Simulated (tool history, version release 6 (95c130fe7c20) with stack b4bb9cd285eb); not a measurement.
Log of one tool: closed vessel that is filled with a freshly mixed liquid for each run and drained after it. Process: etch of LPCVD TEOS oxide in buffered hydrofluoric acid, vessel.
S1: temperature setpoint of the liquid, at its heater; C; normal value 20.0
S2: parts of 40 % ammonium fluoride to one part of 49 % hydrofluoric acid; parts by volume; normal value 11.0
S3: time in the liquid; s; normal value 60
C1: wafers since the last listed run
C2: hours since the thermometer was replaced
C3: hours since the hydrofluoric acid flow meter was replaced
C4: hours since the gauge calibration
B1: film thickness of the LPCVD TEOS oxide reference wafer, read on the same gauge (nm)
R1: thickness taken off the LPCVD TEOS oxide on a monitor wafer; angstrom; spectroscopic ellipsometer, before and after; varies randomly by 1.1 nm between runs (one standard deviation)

run 1 hour=0.0 | S1=20.0 S2=11.0 S3=60 | C1=0 C2=728.3 C3=1708.6 C4=292.4 | B1=60.02 | R1=1062.3
run 2 hour=13.9 | S1=20.0 S2=11.0 S3=75 | C1=1819 C2=742.2 C3=1722.5 C4=306.3 | B1=60.00 | R1=1293.1
-- hour=13.9 gauge calibrated
run 3 hour=20.9 | S1=20.0 S2=11.0 S3=75 | C1=916 C2=749.2 C3=1729.5 C4=7.0 | B1=60.00 | R1=1345.6
run 4 hour=32.3 | S1=20.0 S2=11.0 S3=75 | C1=1492 C2=760.6 C3=1740.9 C4=18.4 | B1=59.99 | R1=1308.2
run 5 hour=44.3 | S1=20.0 S2=11.0 S3=60 | C1=1571 C2=772.6 C3=1752.9 C4=30.4 | B1=59.97 | R1=1044.5
run 6 hour=51.3 | S1=20.0 S2=11.0 S3=60 | C1=916 C2=779.6 C3=1759.9 C4=37.4 | B1=60.01 | R1=1055.4
run 7 hour=64.4 | S1=20.0 S2=11.0 S3=60 | C1=1715 C2=792.7 C3=1773.0 C4=50.5 | B1=59.98 | R1=1055.0
run 8 hour=72.0 | S1=20.0 S2=11.0 S3=60 | C1=995 C2=800.3 C3=1780.6 C4=58.1 | B1=60.00 | R1=1058.5
run 9 hour=81.3 | S1=20.0 S2=11.0 S3=60 | C1=1217 C2=809.6 C3=1789.9 C4=67.4 | B1=60.01 | R1=1041.0
run 10 hour=91.0 | S1=20.0 S2=11.0 S3=60 | C1=1270 C2=819.3 C3=1799.6 C4=77.1 | B1=60.00 | R1=1049.9
run 11 hour=99.8 | S1=20.0 S2=11.0 S3=60 | C1=1152 C2=828.1 C3=1808.4 C4=85.9 | B1=60.00 | R1=1041.0
run 12 hour=124.6 | S1=20.0 S2=11.0 S3=60 | C1=3247 C2=852.9 C3=1833.2 C4=110.7 | B1=60.01 | R1=1039.2
run 13 hour=130.8 | S1=20.0 S2=11.0 S3=60 | C1=811 C2=859.1 C3=1839.4 C4=116.9 | B1=59.99 | R1=1027.1
run 14 hour=141.5 | S1=20.0 S2=11.0 S3=60 | C1=1400 C2=869.8 C3=1850.1 C4=127.6 | B1=59.98 | R1=1053.4
-- hour=145.4 thermometer replaced
run 15 hour=149.1 | S1=20.0 S2=11.0 S3=85 | C1=864 C2=3.7 C3=1857.7 C4=135.2 | B1=60.00 | R1=1357.5
run 16 hour=166.2 | S1=17.0 S2=13.5 S3=30 | C1=2238 C2=20.8 C3=1874.8 C4=152.3 | B1=60.00 | R1=332.2
run 17 hour=176.6 | S1=23.0 S2=11.0 S3=35 | C1=1361 C2=31.2 C3=1885.2 C4=162.7 | B1=60.00 | R1=663.2
run 18 hour=189.7 | S1=20.0 S2=13.0 S3=40 | C1=1715 C2=44.3 C3=1898.3 C4=175.8 | B1=59.99 | R1=550.1
run 19 hour=198.5 | S1=22.0 S2=12.5 S3=50 | C1=1152 C2=53.1 C3=1907.1 C4=184.6 | B1=60.01 | R1=782.5
-- hour=205.0 thermometer replaced, repeated, since the last time left the tool worse
run 20 hour=209.1 | S1=23.5 S2=11.0 S3=50 | C1=1256 C2=4.1 C3=1917.7 C4=195.2 | B1=59.99 | R1=1163.3
run 21 hour=221.2 | S1=20.0 S2=11.0 S3=60 | C1=1584 C2=16.2 C3=1929.8 C4=207.3 | B1=60.01 | R1=1159.6
-- hour=226.1 hydrofluoric acid flow meter replaced
run 22 hour=230.0 | S1=20.0 S2=11.0 S3=60 | C1=1021 C2=25.0 C3=3.9 C4=216.1 | B1=60.00 | R1=1165.6
run 23 hour=244.4 | S1=17.0 S2=11.0 S3=75 | C1=1885 C2=39.4 C3=18.3 C4=230.5 | B1=60.00 | R1=1204.1
run 24 hour=256.7 | S1=18.0 S2=6.5 S3=80 | C1=1610 C2=51.7 C3=30.6 C4=242.8 | B1=60.01 | R1=2244.3
run 25 hour=268.7 | S1=20.0 S2=12.5 S3=85 | C1=1571 C2=63.7 C3=42.6 C4=254.8 | B1=59.97 | R1=1435.5
-- hour=270.5 gauge calibrated
run 26 hour=279.9 | S1=20.0 S2=11.0 S3=60 | C1=1466 C2=74.9 C3=53.8 C4=9.4 | B1=60.00 | R1=1152.7
run 27 hour=287.1 | S1=22.5 S2=7.5 S3=90 | C1=942 C2=82.1 C3=61.0 C4=16.6 | B1=60.01 | R1=2802.4
run 28 hour=295.5 | S1=20.0 S2=11.0 S3=60 | C1=1099 C2=90.5 C3=69.4 C4=25.0 | B1=60.01 | R1=1151.7
run 29 hour=309.8 | S1=17.0 S2=11.0 S3=35 | C1=1872 C2=104.8 C3=83.7 C4=39.3 | B1=60.00 | R1=556.7
run 30 hour=316.0 | S1=20.0 S2=11.0 S3=60 | C1=811 C2=111.0 C3=89.9 C4=45.5 | B1=60.01 | R1=1129.1
run 31 hour=330.9 | S1=20.0 S2=11.0 S3=60 | C1=1950 C2=125.9 C3=104.8 C4=60.4 | B1=60.00 | R1=1126.2
run 32 hour=348.5 | S1=24.5 S2=7.5 S3=30 | C1=2304 C2=143.5 C3=122.4 C4=78.0 | B1=60.02 | R1=1030.4
run 33 hour=362.1 | S1=20.0 S2=11.0 S3=60 | C1=1780 C2=157.1 C3=136.0 C4=91.6 | B1=60.03 | R1=1136.3

4 options for the next run, each taken on its own from the tool as it stands now. Forecast them:
run A hour=362.8 | S1=20.0 S2=11.0 S3=60 | C1=91 C2=157.8 C3=136.7 C4=92.3 | B1=? | R1=?
run B hour=362.8 | S1=18.5 S2=11.0 S3=45 | C1=91 C2=157.8 C3=136.7 C4=92.3 | B1=? | R1=?
run C hour=362.8 | S1=20.0 S2=11.0 S3=45 | C1=91 C2=157.8 C3=136.7 C4=92.3 | B1=? | R1=?
run D hour=362.8 | S1=22.0 S2=11.0 S3=60 | C1=91 C2=157.8 C3=136.7 C4=92.3 | B1=? | R1=?

run=A B1=60.03 R1=1141.8
run=B B1=60.03 R1=786.8
run=C B1=60.03 R1=856.4
run=D B1=60.03 R1=1276.6
Stripped of hidden state, with their random variation kept, the same runs would have yielded:
run=A R1=1170.3
run=B R1=806.7
run=C R1=877.7
run=D R1=1308.1
